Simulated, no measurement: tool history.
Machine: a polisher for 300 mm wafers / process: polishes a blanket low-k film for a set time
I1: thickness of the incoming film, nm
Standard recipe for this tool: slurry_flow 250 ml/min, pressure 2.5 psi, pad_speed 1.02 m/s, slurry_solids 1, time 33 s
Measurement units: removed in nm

{"run": 1, "hour": 0.0, "slurry_flow": 250, "pressure": 2.5, "pad_speed": 1.02, "slurry_solids": 1, "time": 33, "I1": 617.2, "removed": 14.7}
{"run": 2, "hour": 29.1, "slurry_flow": 250, "pressure": 2.5, "pad_speed": 1.02, "slurry_solids": 1, "time": 33, "I1": 610.2, "removed": 14.7}
{"run": 3, "hour": 52.1, "slurry_flow": 250, "pressure": 2.5, "pad_speed": 1.02, "slurry_solids": 1, "time": 33, "I1": 610.2, "removed": 14.7}
{"run": 4, "hour": 69.4, "slurry_flow": 225, "pressure": 2.5, "pad_speed": 1.02, "slurry_solids": 1, "time": 33, "I1": 627.7, "removed": 14.6}
{"run": 5, "hour": 94.0, "slurry_flow": 225, "pressure": 2.5, "pad_speed": 1.02, "slurry_solids": 1, "time": 33, "I1": 622.6, "removed": 14.5}
{"run": 6, "hour": 106.1, "slurry_flow": 225, "pressure": 2.5, "pad_speed": 1.02, "slurry_solids": 1, "time": 33, "I1": 619, "removed": 14.5}
{"run": 7, "hour": 140.6, "slurry_flow": 250, "pressure": 2.5, "pad_speed": 1.02, "slurry_solids": 1, "time": 33, "I1": 621.1, "removed": 14.5}
{"run": 8, "hour": 167.3, "slurry_flow": 250, "pressure": 2.5, "pad_speed": 1.02, "slurry_solids": 1, "time": 33, "I1": 625.2, "removed": 14.2}
{"run": 9, "hour": 199.6, "slurry_flow": 250, "pressure": 2.5, "pad_speed": 1.02, "slurry_solids": 1, "time": 33, "I1": 617.6, "removed": 15.7}
{"run": 10, "hour": 217.8, "slurry_flow": 250, "pressure": 2.5, "pad_speed": 1.02, "slurry_solids": 1, "time": 33, "I1": 627.6, "removed": 15.6}
{"run": 11, "hour": 237.7, "slurry_flow": 250, "pressure": 2.5, "pad_speed": 1.02, "slurry_solids": 1, "time": 33, "I1": 616.9, "removed": 15.7}
{"run": 12, "hour": 256.3, "slurry_flow": 205, "pressure": 2.5, "pad_speed": 0.86, "slurry_solids": 1, "time": 38, "I1": 613.8, "removed": 16.3}
{"run": 13, "hour": 286.2, "slurry_flow": 250, "pressure": 2.9, "pad_speed": 1.02, "slurry_solids": 1, "time": 33, "I1": 614.5, "removed": 16.4}
{"run": 14, "hour": 298.9, "slurry_flow": 250, "pressure": 3, "pad_speed": 1.02, "slurry_solids": 1, "time": 33, "I1": 612.8, "removed": 16.5}
{"run": 15, "hour": 327.3, "slurry_flow": 250, "pressure": 2.5, "pad_speed": 1.02, "slurry_solids": 1, "time": 33, "I1": 615.5, "removed": 15.5}
{"run": 16, "hour": 355.7, "slurry_flow": 250, "pressure": 2, "pad_speed": 1.34, "slurry_solids": 1, "time": 33, "I1": 608, "removed": 16.3}
{"run": 17, "hour": 376.6, "slurry_flow": 250, "pressure": 2.5, "pad_speed": 1.02, "slurry_solids": 1, "time": 33, "I1": 627.8, "removed": 15.7}
{"run": 18, "hour": 410.4, "slurry_flow": 250, "pressure": 2.9, "pad_speed": 1.24, "slurry_solids": 1, "time": 43, "I1": 620.9, "removed": 22.7}
{"run": 19, "hour": 430.4, "slurry_flow": 250, "pressure": 2.5, "pad_speed": 1.02, "slurry_solids": 1, "time": 33, "I1": 623.5, "removed": 15.8}
{"run": 20, "hour": 459.6, "slurry_flow": 160, "pressure": 2.5, "pad_speed": 1.02, "slurry_solids": 1, "time": 22, "I1": 612.1, "removed": 9}
{"run": 21, "hour": 513.2, "slurry_flow": 250, "pressure": 2.5, "pad_speed": 0.8, "slurry_solids": 1.1, "time": 33, "I1": 609.6, "removed": 14.9}
{"run": 22, "hour": 531.3, "slurry_flow": 225, "pressure": 2.5, "pad_speed": 0.78, "slurry_solids": 0.8, "time": 28, "I1": 624.4, "removed": 10.6}
{"run": 23, "hour": 545.6, "slurry_flow": 250, "pressure": 2.5, "pad_speed": 1.02, "slurry_solids": 1, "time": 28, "I1": 622.5, "removed": 13.5}
{"run": 24, "hour": 568.7, "slurry_flow": 250, "pressure": 2.5, "pad_speed": 1.02, "slurry_solids": 1, "time": 28, "I1": 617.4, "removed": 13.1}
{"run": 25, "hour": 595.6, "slurry_flow": 250, "pressure": 2.8, "pad_speed": 1.02, "slurry_solids": 1, "time": 33, "I1": 610.4, "removed": 16}

The log once held 12 entries between its listed runs, left out of this copy. Where does each go, and what is different about the tool's unlogged condition between the listed run before it and the listed run after it?
After run 2, before run 3: slurry blender recalibrated (hour 51.6)
  deviation of the head's pressure from its setpoint, %: -10.6 -> -11
  measured less the result without the state, removed: -1 -> -1 nm
After run 3, before run 4: worn pad replaced by a new one (hour 66)
  deviation of the head's pressure from its setpoint, %: -11 -> -11.3
  measured less the result without the state, removed: -1 -> -1.1 nm
After run 6, before run 7: conditioning disc replaced and pad reconditioned (hour 138.6)
  deviation of the head's pressure from its setpoint, %: -12 -> -12.6
  measured less the result without the state, removed: -1.1 -> -1.2 nm
After run 8, before run 9: head pressure recalibrated (hour 180)
  deviation of the head's pressure from its setpoint, %: -13.1 -> -0.707
  measured less the result without the state, removed: -1.2 -> +0 nm
After run 9, before run 10: worn pad replaced by a new one, of another model than before (hour 217.3)
  deviation of the head's pressure from its setpoint, %: -0.707 -> -0.715
  measured less the result without the state, removed: +0 -> +0 nm
After run 13, before run 14: slurry nozzle cleaned (hour 296.4)
  deviation of the head's pressure from its setpoint, %: -0.784 -> -0.805
  measured less the result without the state, removed: +0 -> -0.1 nm
After run 14, before run 15: conditioning disc replaced and pad reconditioned (hour 306.7)
  deviation of the head's pressure from its setpoint, %: -0.805 -> -0.858
  measured less the result without the state, removed: -0.1 -> +0 nm
After run 15, before run 16: slurry blender recalibrated (hour 351.7)
  deviation of the head's pressure from its setpoint, %: -0.858 -> -0.923
  measured less the result without the state, removed: +0 -> +0 nm
After run 17, before run 18: worn pad replaced by a new one (hour 395)
  deviation of the head's pressure from its setpoint, %: -0.979 -> -1.08
  measured less the result without the state, removed: -0.1 -> -0.1 nm
After run 19, before run 20: conditioning disc replaced and pad reconditioned (hour 459.1)
  deviation of the head's pressure from its setpoint, %: -1.15 -> -1.26
  measured less the result without the state, removed: +0 -> -0.1 nm
After run 23, before run 24: worn pad replaced by a new one (hour 568.2)
  deviation of the head's pressure from its setpoint, %: -1.65 -> -1.78
  measured less the result without the state, removed: +0 -> -0.1 nm
After run 24, before run 25: slurry nozzle cleaned (hour 578.2)
  deviation of the head's pressure from its setpoint, %: -1.78 -> -1.93
  measured less the result without the state, removed: -0.1 -> -0.1 nm
